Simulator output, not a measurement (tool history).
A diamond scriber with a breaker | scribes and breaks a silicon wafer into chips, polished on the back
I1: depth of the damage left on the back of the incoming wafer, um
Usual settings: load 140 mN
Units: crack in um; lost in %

{"run": 1, "day": 0.0, "load": 173, "I1": 0.04, "crack": 15.76, "lost": 4.73}
{"run": 2, "day": 1.075, "load": 140, "I1": 0.01, "crack": 13.88, "lost": 3.59}
{"run": 3, "day": 3.446, "load": 140, "I1": 0.02, "crack": 13.61, "lost": 3.6}
{"run": 4, "day": 6.271, "load": 161, "I1": 0.03, "crack": 14.69, "lost": 2.29}
{"run": 5, "day": 8.188, "load": 161, "I1": 0.05, "crack": 14.89, "lost": 2.41}
{"run": 6, "day": 11.092, "load": 161, "I1": 0.03, "crack": 14.88, "lost": 2.34}
{"day": 11.433, "done": "diamond tip replaced by a new one"}
{"run": 7, "day": 12.733, "load": 140, "I1": 0.03, "crack": 13.62, "lost": 3.52}
{"run": 8, "day": 15.058, "load": 117, "I1": 0.01, "crack": 12.39, "lost": 14.71}
{"day": 15.642, "done": "load on the tip recalibrated"}
{"run": 9, "day": 17.104, "load": 103, "I1": 0.04, "crack": 10.55, "lost": 40.12}
{"run": 10, "day": 18.629, "load": 161, "I1": 0.03, "crack": 14.04, "lost": 2.56}
{"run": 11, "day": 20.275, "load": 151, "I1": 0.03, "crack": 13.6, "lost": 4.93}
{"day": 22.208, "done": "load on the tip recalibrated, repeated, since the last time left the tool worse"}
{"run": 12, "day": 23.071, "load": 126, "I1": 0.04, "crack": 13.55, "lost": 4.62}
{"run": 13, "day": 24.729, "load": 179, "I1": 0.03, "crack": 16.46, "lost": 11.14}
{"run": 14, "day": 26.717, "load": 140, "I1": 0.04, "crack": 14.36, "lost": 2.28}
{"run": 15, "day": 27.925, "load": 119, "I1": 0.02, "crack": 12.95, "lost": 8.34}

Some steps in crack between neighbouring runs. How much of each would the tool show without its hidden state too (settings, what came in, random variation), and how much is left for the hidden state, with any gauge scatter that isn't in both results?
The hidden state here: share of the diamond tip's cutting effectiveness lost through wear, %; deviation of the load on the tip from its setpoint, %.
Run 9 -> 10: load 103 -> 161. crack +3.49 um: hidden state -0.52, all else +4.01.
Run 11 -> 12: load 151 -> 126, load on the tip recalibrated, repeated, since the last time left the tool worse. crack -0.05 um: hidden state +1.78, all else -1.83.
